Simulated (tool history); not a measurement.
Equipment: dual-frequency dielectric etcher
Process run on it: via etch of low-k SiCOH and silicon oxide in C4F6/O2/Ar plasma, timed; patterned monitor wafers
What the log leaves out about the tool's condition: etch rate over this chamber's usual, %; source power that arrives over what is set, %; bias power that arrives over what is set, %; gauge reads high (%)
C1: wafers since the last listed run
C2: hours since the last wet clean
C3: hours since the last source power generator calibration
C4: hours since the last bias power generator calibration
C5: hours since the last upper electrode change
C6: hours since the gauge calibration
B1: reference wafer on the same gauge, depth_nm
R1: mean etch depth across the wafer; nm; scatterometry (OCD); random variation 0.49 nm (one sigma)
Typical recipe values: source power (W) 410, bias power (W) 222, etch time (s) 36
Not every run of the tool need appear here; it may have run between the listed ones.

{"run": 1, "hour": 0.0, "source power (W)": 410, "bias power (W)": 222, "etch time (s)": 36, "C1": 0, "C2": 426.1, "C3": 4178.6, "C4": 1055.4, "C5": 3753.7, "C6": 1541.8, "B1": 81.4, "R1": 88.2}
{"hour": 40.5, "done": "gauge calibrated"}
{"hour": 42.7, "done": "wet clean of the chamber"}
{"run": 2, "hour": 49.9, "source power (W)": 410, "bias power (W)": 222, "etch time (s)": 36, "C1": 481, "C2": 7.2, "C3": 4228.5, "C4": 1105.3, "C5": 3803.6, "C6": 9.4, "B1": 81.4, "R1": 90.2}
{"run": 3, "hour": 340.0, "source power (W)": 410, "bias power (W)": 222, "etch time (s)": 36, "C1": 5393, "C2": 297.3, "C3": 4518.6, "C4": 1395.4, "C5": 4093.7, "C6": 299.5, "B1": 81.5, "R1": 88.2}
{"run": 4, "hour": 384.5, "source power (W)": 410, "bias power (W)": 222, "etch time (s)": 36, "C1": 827, "C2": 341.8, "C3": 4563.1, "C4": 1439.9, "C5": 4138.2, "C6": 344, "B1": 81.4, "R1": 88}
{"run": 5, "hour": 450.3, "source power (W)": 410, "bias power (W)": 222, "etch time (s)": 36, "C1": 1223, "C2": 407.6, "C3": 4628.9, "C4": 1505.7, "C5": 4204, "C6": 409.8, "B1": 81.3, "R1": 87.7}
{"run": 6, "hour": 539.7, "source power (W)": 410, "bias power (W)": 222, "etch time (s)": 36, "C1": 1662, "C2": 497, "C3": 4718.3, "C4": 1595.1, "C5": 4293.4, "C6": 499.2, "B1": 81.5, "R1": 87.9}
{"hour": 626.4, "done": "wet clean of the chamber"}
{"run": 7, "hour": 638.7, "source power (W)": 410, "bias power (W)": 222, "etch time (s)": 36, "C1": 1394, "C2": 12.3, "C3": 4817.3, "C4": 1694.1, "C5": 4392.4, "C6": 598.2, "B1": 81.4, "R1": 92.1}
{"run": 8, "hour": 683.8, "source power (W)": 410, "bias power (W)": 222, "etch time (s)": 36, "C1": 838, "C2": 57.4, "C3": 4862.4, "C4": 1739.2, "C5": 4437.5, "C6": 643.3, "B1": 81.3, "R1": 90.6}
{"run": 9, "hour": 772.7, "source power (W)": 410, "bias power (W)": 222, "etch time (s)": 36, "C1": 1652, "C2": 146.3, "C3": 4951.3, "C4": 1828.1, "C5": 4526.4, "C6": 732.2, "B1": 81.3, "R1": 90.2}
{"run": 10, "hour": 864.4, "source power (W)": 410, "bias power (W)": 222, "etch time (s)": 36, "C1": 1704, "C2": 238, "C3": 5043, "C4": 1919.8, "C5": 4618.1, "C6": 823.9, "B1": 81.2, "R1": 89}
{"hour": 929.4, "done": "upper electrode replaced"}
{"run": 11, "hour": 938.7, "source power (W)": 410, "bias power (W)": 222, "etch time (s)": 36, "C1": 935, "C2": 312.3, "C3": 5117.3, "C4": 1994.1, "C5": 9.3, "C6": 898.2, "B1": 81.2, "R1": 90}
{"run": 12, "hour": 998.5, "source power (W)": 490, "bias power (W)": 169, "etch time (s)": 31, "C1": 1111, "C2": 372.1, "C3": 5177.1, "C4": 2053.9, "C5": 69.1, "C6": 958, "B1": 81.3, "R1": 74.9}
{"hour": 1032.4, "done": "source power generator calibrated"}
{"run": 13, "hour": 1042.1, "source power (W)": 330, "bias power (W)": 181, "etch time (s)": 28.5, "C1": 736, "C2": 415.7, "C3": 9.7, "C4": 2097.5, "C5": 112.7, "C6": 1001.6, "B1": 81.3, "R1": 60.9}
{"hour": 1130.6, "done": "wet clean of the chamber"}
{"run": 14, "hour": 1131.1, "source power (W)": 410, "bias power (W)": 222, "etch time (s)": 36, "C1": 1208, "C2": 0.5, "C3": 98.7, "C4": 2186.5, "C5": 201.7, "C6": 1090.6, "B1": 81.3, "R1": 91.4}
{"run": 15, "hour": 1196.2, "source power (W)": 470, "bias power (W)": 180, "etch time (s)": 31, "C1": 1210, "C2": 65.6, "C3": 163.8, "C4": 2251.6, "C5": 266.8, "C6": 1155.7, "B1": 81.4, "R1": 76.5}
{"run": 16, "hour": 1358.2, "source power (W)": 410, "bias power (W)": 207, "etch time (s)": 41, "C1": 3012, "C2": 227.6, "C3": 325.8, "C4": 2413.6, "C5": 428.8, "C6": 1317.7, "B1": 81.4, "R1": 99.7}
{"run": 17, "hour": 1445.4, "source power (W)": 350, "bias power (W)": 178, "etch time (s)": 44, "C1": 1621, "C2": 314.8, "C3": 413, "C4": 2500.8, "C5": 516, "C6": 1404.9, "B1": 81.4, "R1": 95.5}
{"run": 18, "hour": 1533.6, "source power (W)": 410, "bias power (W)": 274, "etch time (s)": 39, "C1": 1639, "C2": 403, "C3": 501.2, "C4": 2589, "C5": 604.2, "C6": 1493.1, "B1": 81.4, "R1": 103.2}
{"hour": 1559.8, "done": "bias power generator calibrated"}
{"run": 19, "hour": 1623.1, "source power (W)": 320, "bias power (W)": 222, "etch time (s)": 44, "C1": 1589, "C2": 492.5, "C3": 590.7, "C4": 63.3, "C5": 693.7, "C6": 1582.6, "B1": 81.3, "R1": 98.2}
{"run": 20, "hour": 1675.2, "source power (W)": 470, "bias power (W)": 275, "etch time (s)": 29, "C1": 968, "C2": 544.6, "C3": 642.8, "C4": 115.4, "C5": 745.8, "C6": 1634.7, "B1": 81.3, "R1": 79.7}
{"hour": 1683.9, "done": "gauge calibrated"}
{"hour": 1701.3, "done": "wet clean of the chamber"}
{"run": 21, "hour": 1713.5, "source power (W)": 330, "bias power (W)": 191, "etch time (s)": 42, "C1": 265, "C2": 12.2, "C3": 681.1, "C4": 153.7, "C5": 784.1, "C6": 29.6, "B1": 81.4, "R1": 93.2}
{"run": 22, "hour": 1756.3, "source power (W)": 500, "bias power (W)": 194, "etch time (s)": 30.5, "C1": 795, "C2": 55, "C3": 723.9, "C4": 196.5, "C5": 826.9, "C6": 72.4, "B1": 81.4, "R1": 78.7}
{"run": 23, "hour": 1827.8, "source power (W)": 330, "bias power (W)": 240, "etch time (s)": 27.5, "C1": 1329, "C2": 126.5, "C3": 795.4, "C4": 268, "C5": 898.4, "C6": 143.9, "B1": 81.5, "R1": 65.1}
{"run": 24, "hour": 1913.3, "source power (W)": 410, "bias power (W)": 222, "etch time (s)": 36, "C1": 1589, "C2": 212, "C3": 880.9, "C4": 353.5, "C5": 983.9, "C6": 229.4, "B1": 81.3, "R1": 89.2}
{"run": 25, "hour": 1991.8, "source power (W)": 320, "bias power (W)": 178, "etch time (s)": 25, "C1": 1459, "C2": 290.5, "C3": 959.4, "C4": 432, "C5": 1062.4, "C6": 307.9, "B1": 81.4, "R1": 51.9}
{"run": 26, "hour": 2094.7, "source power (W)": 410, "bias power (W)": 192, "etch time (s)": 32, "C1": 1913, "C2": 393.4, "C3": 1062.3, "C4": 534.9, "C5": 1165.3, "C6": 410.8, "B1": 81.4, "R1": 75.1}
{"hour": 2183.9, "done": "wet clean of the chamber"}
{"run": 27, "hour": 2184.4, "source power (W)": 410, "bias power (W)": 261, "etch time (s)": 36, "C1": 1221, "C2": 0.5, "C3": 1152, "C4": 624.6, "C5": 1255, "C6": 500.5, "B1": 81.5, "R1": 96.4}

For run 28, what comes out?
{"run": 28, "hour": 2220.8, "source power (W)": 500, "bias power (W)": 255, "etch time (s)": 39, "C1": 676, "C2": 36.9, "C3": 1188.4, "C4": 661, "C5": 1291.4, "C6": 536.9, "B1": "?", "R1": "?"}

{"run 28": {"B1": 81.5, "R1": 111.5}}
Without the tool's hidden state the same run would have given R1 111.2 nm.
